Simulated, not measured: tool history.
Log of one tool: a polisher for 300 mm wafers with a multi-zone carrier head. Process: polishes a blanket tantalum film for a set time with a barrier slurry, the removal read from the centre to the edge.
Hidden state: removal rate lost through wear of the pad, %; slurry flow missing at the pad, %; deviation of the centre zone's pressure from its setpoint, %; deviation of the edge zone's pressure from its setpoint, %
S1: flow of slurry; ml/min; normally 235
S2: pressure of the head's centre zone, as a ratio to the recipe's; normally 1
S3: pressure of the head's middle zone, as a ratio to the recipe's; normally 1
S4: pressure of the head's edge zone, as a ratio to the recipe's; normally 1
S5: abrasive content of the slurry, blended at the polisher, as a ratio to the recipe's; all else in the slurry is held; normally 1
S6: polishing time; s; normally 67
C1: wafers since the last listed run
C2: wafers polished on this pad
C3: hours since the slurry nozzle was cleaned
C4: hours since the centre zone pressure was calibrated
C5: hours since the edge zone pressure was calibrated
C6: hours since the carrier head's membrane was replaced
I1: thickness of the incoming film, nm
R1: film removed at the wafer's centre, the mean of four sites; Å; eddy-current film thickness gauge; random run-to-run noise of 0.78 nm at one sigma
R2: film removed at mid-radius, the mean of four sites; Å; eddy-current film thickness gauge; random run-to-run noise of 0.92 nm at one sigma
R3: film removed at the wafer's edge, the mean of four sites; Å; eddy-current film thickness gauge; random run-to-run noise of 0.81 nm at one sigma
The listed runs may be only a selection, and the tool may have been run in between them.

run 1 hour=0 | S1=235 S2=1 S3=1 S4=1 S5=1 S6=67 | C1=0 C2=3 C3=492.5 C4=46.6 C5=29.7 C6=1017.8 | I1=277.9 | R1=878 R2=853 R3=895
run 2 hour=9.7 | S1=235 S2=1 S3=1 S4=1 S5=1 S6=67 | C1=68 C2=72 C3=502.2 C4=56.3 C5=39.4 C6=1027.5 | I1=279.9 | R1=892 R2=869 R3=898
run 3 hour=25.6 | S1=195 S2=1 S3=1 S4=1 S5=1 S6=67 | C1=111 C2=183 C3=518.1 C4=72.2 C5=55.3 C6=1043.4 | I1=278 | R1=849 R2=828 R3=876
run 4 hour=31.9 | S1=235 S2=1 S3=1 S4=1 S5=1 S6=67 | C1=44 C2=228 C3=524.4 C4=78.5 C5=61.6 C6=1049.7 | I1=286.1 | R1=883 R2=858 R3=899
-- hour=55.1 carrier head's membrane replaced by a new one
run 5 hour=75.3 | S1=160 S2=0.97 S3=1 S4=1 S5=0.8 S6=67 | C1=269 C2=497 C3=567.8 C4=121.9 C5=105 C6=20.2 | I1=279.8 | R1=707 R2=735 R3=763
run 6 hour=81.8 | S1=260 S2=1 S3=1 S4=1 S5=1 S6=67 | C1=45 C2=543 C3=574.3 C4=128.4 C5=111.5 C6=26.7 | I1=279.3 | R1=885 R2=861 R3=900
run 7 hour=97.6 | S1=235 S2=1 S3=1 S4=1 S5=1 S6=51 | C1=111 C2=654 C3=590.1 C4=144.2 C5=127.3 C6=42.5 | I1=281 | R1=665 R2=644 R3=676
run 8 hour=113.7 | S1=235 S2=1 S3=1 S4=1 S5=1 S6=67 | C1=113 C2=767 C3=606.2 C4=160.3 C5=143.4 C6=58.6 | I1=277.7 | R1=861 R2=836 R3=891
run 9 hour=124.3 | S1=235 S2=1 S3=1 S4=1.08 S5=1 S6=67 | C1=74 C2=842 C3=616.8 C4=170.9 C5=154 C6=69.2 | I1=280.2 | R1=867 R2=853 R3=918
run 10 hour=135 | S1=235 S2=0.94 S3=1.08 S4=1 S5=1.1 S6=67 | C1=75 C2=917 C3=627.5 C4=181.6 C5=164.7 C6=79.9 | I1=279.8 | R1=835 R2=932 R3=899
run 11 hour=143.1 | S1=295 S2=1.11 S3=1.11 S4=1 S5=0.9 S6=67 | C1=56 C2=974 C3=635.6 C4=189.7 C5=172.8 C6=88 | I1=281.1 | R1=965 R2=926 R3=868
run 12 hour=150.4 | S1=235 S2=0.89 S3=1 S4=1.09 S5=1 S6=74 | C1=51 C2=1025 C3=642.9 C4=197 C5=180.1 C6=95.3 | I1=274.8 | R1=843 R2=933 R3=996
run 13 hour=162.5 | S1=235 S2=1 S3=1 S4=1 S5=1 S6=67 | C1=85 C2=1110 C3=655 C4=209.1 C5=192.2 C6=107.4 | I1=276 | R1=861 R2=825 R3=866
-- hour=166 slurry nozzle cleaned
run 14 hour=178 | S1=235 S2=1 S3=1 S4=1 S5=1 S6=67 | C1=101 C2=1212 C3=12 C4=224.6 C5=207.7 C6=122.9 | I1=285.5 | R1=953 R2=921 R3=938
-- hour=186.8 worn pad replaced by a new one
run 15 hour=199 | S1=235 S2=1 S3=1.11 S4=1 S5=1 S6=67 | C1=119 C2=86 C3=33 C4=245.6 C5=228.7 C6=143.9 | I1=274 | R1=955 R2=1025 R3=952
run 16 hour=214.4 | S1=310 S2=1 S3=1 S4=1 S5=1.15 S6=67 | C1=108 C2=194 C3=48.4 C4=261 C5=244.1 C6=159.3 | I1=281 | R1=1017 R2=968 R3=986
run 17 hour=224.6 | S1=235 S2=1.03 S3=1 S4=1 S5=1 S6=77 | C1=71 C2=265 C3=58.6 C4=271.2 C5=254.3 C6=169.5 | I1=274.9 | R1=1112 R2=1060 R3=1058
run 18 hour=237.5 | S1=235 S2=1 S3=1 S4=1 S5=1 S6=67 | C1=90 C2=356 C3=71.5 C4=284.1 C5=267.2 C6=182.4 | I1=280.1 | R1=959 R2=901 R3=924
run 19 hour=254.2 | S1=235 S2=0.9 S3=0.91 S4=0.94 S5=0.9 S6=67 | C1=117 C2=474 C3=88.2 C4=300.8 C5=283.9 C6=199.1 | I1=278.6 | R1=824 R2=833 R3=867
run 20 hour=260.6 | S1=235 S2=0.93 S3=1.1 S4=1 S5=1 S6=67 | C1=44 C2=519 C3=94.6 C4=307.2 C5=290.3 C6=205.5 | I1=279.5 | R1=886 R2=986 R3=925

What will run 21 give?
run 21 hour=275.3 | S1=210 S2=1.09 S3=1 S4=0.88 S5=0.75 S6=67 | C1=103 C2=622 C3=109.3 C4=321.9 C5=305 C6=220.2 | I1=280.9 | R1=? R2=? R3=?

{"run 21": {"R1": 905, "R2": 809, "R3": 790}}
Were there no unlogged condition in the tool, this run, its random variation unchanged, would have produced R1 915 Å, R2 817 Å, R3 795 Å.
